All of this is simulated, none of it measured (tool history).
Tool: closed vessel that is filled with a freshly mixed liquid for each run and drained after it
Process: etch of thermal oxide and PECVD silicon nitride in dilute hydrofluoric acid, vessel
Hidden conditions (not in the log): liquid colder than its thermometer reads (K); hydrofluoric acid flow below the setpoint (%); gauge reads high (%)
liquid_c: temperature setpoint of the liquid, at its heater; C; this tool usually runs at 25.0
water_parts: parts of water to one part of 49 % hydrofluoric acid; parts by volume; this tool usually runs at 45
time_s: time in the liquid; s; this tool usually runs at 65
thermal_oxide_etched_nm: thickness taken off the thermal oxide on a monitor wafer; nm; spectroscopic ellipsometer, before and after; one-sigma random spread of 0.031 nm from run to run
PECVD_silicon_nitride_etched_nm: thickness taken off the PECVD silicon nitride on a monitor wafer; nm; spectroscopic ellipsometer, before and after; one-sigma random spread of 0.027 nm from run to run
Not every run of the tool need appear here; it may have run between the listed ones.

run	day	liquid_c	water_parts	time_s	wafers since the last listed run	hours since the thermometer was replaced	hours since the hydrofluoric acid flow meter was replaced	hours since the gauge calibration	read-back film thickness of the thermal oxide reference wafer, read on the same gauge (nm)	read-back film thickness of the PECVD silicon nitride reference wafer, read on the same gauge (nm)	thermal_oxide_etched_nm	PECVD_silicon_nitride_etched_nm
1	0.000	25.0	45	65	0	909.2	663.6	111.0	29.98	100.010	6.44	3.707
2	1.196	25.0	45	65	3918	937.9	692.3	139.7	29.99	99.995	6.42	3.682
3	2.362	25.0	55	35	3822	965.9	720.3	167.7	29.99	99.992	2.75	1.598
4	3.521	25.0	55	35	3795	993.7	748.1	195.5	29.99	100.028	2.77	1.583
5	4.125	25.0	55	35	1979	1008.2	762.6	210.0	30.01	100.009	2.76	1.585
6	5.512	25.0	45	65	4546	1041.5	795.9	243.3	29.99	99.973	6.28	3.547
7	6.596	25.0	45	65	3549	1067.5	821.9	269.3	29.98	99.989	6.26	3.538
# day 6.888: hydrofluoric acid flow meter replaced
# day 8.192: gauge calibrated
8	9.783	29.5	35	65	10307	1144.0	69.5	38.2	29.99	100.044	10.58	6.441
9	10.696	25.0	30	65	2989	1165.9	91.4	60.1	29.98	100.031	10.24	5.579
10	11.479	25.0	30	65	2566	1184.7	110.2	78.9	29.99	99.967	10.26	5.539
# day 11.621: thermometer replaced
11	12.433	23.0	40	65	2989	19.5	133.1	101.8	30.00	100.009	7.57	4.263
12	13.762	25.0	45	65	4355	51.4	165.0	133.7	30.00	99.984	7.25	4.250
13	14.308	20.5	35	35	1788	64.5	178.1	146.8	30.02	99.979	4.20	2.146
14	15.025	25.0	60	65	2348	81.7	195.3	164.0	29.99	100.021	5.28	3.229

Consider 5 possible next runs. They are alternatives, not a sequence: every one starts from the tool as it was left by run 14. What does each give?
A	15.054	25.0	45	65	95	82.4	196.0	164.7	?	?	?	?
B	15.054	25.0	45	45	95	82.4	196.0	164.7	?	?	?	?
C	15.054	20.0	40	35	95	82.4	196.0	164.7	?	?	?	?
D	15.054	27.0	60	85	95	82.4	196.0	164.7	?	?	?	?
E	15.054	25.0	35	65	95	82.4	196.0	164.7	?	?	?	?

run	read-back film thickness of the thermal oxide reference wafer, read on the same gauge (nm)	read-back film thickness of the PECVD silicon nitride reference wafer, read on the same gauge (nm)	thermal_oxide_etched_nm	PECVD_silicon_nitride_etched_nm
A	29.98	100.013	7.21	4.268
B	29.98	100.013	4.99	2.954
C	29.98	100.013	3.56	1.829
D	29.98	100.013	7.50	4.803
E	29.98	100.013	9.39	5.452
Stripped of hidden state, with their random variation kept, the same runs would have yielded:
run	thermal_oxide_etched_nm	PECVD_silicon_nitride_etched_nm
A	7.50	4.460
B	5.19	3.087
C	3.71	1.913
D	7.81	5.019
E	9.77	5.699

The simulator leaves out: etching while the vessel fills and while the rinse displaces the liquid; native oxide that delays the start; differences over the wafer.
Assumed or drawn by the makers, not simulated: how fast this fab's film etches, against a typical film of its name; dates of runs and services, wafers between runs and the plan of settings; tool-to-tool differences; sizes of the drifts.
